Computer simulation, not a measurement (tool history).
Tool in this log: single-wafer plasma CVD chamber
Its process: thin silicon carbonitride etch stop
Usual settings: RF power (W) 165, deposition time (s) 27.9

run	hour	RF power (W)	deposition time (s)	read-back reference wafer on the same gauge, thickness_nm	mean film thickness on the monitor wafer (Å)
1	0	165	30.4	14.399	164.95
2	12.8	165	27.9	14.403	150.53
3	37.6	165	27.9	14.396	151.55
4	69.8	165	27.9	14.393	151.24
5	86.1	165	27.9	14.392	150.87
6	106.3	165	27.9	14.402	151.23
7	128	180	27.9	14.409	154.59
8	210.2	180	27.9	14.4	153.9
9	223.3	165	27.9	14.401	150.01
# hour 247.7: gauge calibrated
10	252	165	27.9	14.4	149.92
11	282.4	165	27.9	14.392	149.73
# hour 296.3: showerhead replaced
12	314.9	165	24.4	14.41	131.32
13	332.2	165	27.9	14.415	149.51
14	362.3	165	27.9	14.4	149.71
15	380.7	165	25.2	14.388	135.47
16	399.5	165	25.2	14.404	135.1
# hour 460.4: thermocouple changed; heater temperature recalibrated
# hour 500.7: RF generator calibrated
17	501.2	195	32.1	14.405	182.74
18	517.8	155	29.8	14.398	159.78
19	593.3	190	27.9	14.407	158.13
20	618	165	27.9	14.399	152.48
21	645.4	195	27.9	14.395	159.21
22	667.5	165	26.2	14.406	142.94
23	688.2	145	31.4	14.392	166.01
24	713.1	165	25.2	14.405	137.44
25	727.5	145	27.9	14.396	147.77
26	739.8	145	23.4	14.399	123.05
27	775.7	135	31.9	14.402	165.53
28	797.7	165	25.8	14.395	140

Alternative continuations, all from the tool just after run 28; predict every row:
A	798.1	185	27.9	?	?
B	798.1	150	22.5	?	?
C	798.1	190	25.7	?	?
D	798.1	195	26.5	?	?

run	read-back reference wafer on the same gauge, thickness_nm	mean film thickness on the monitor wafer (Å)
A	14.401	155.84
B	14.401	119.2
C	14.401	144.53
D	14.401	150.04
Without the tool's hidden state the same runs would have given:
run	mean film thickness on the monitor wafer (Å)
A	156.12
B	119.41
C	144.79
D	150.3
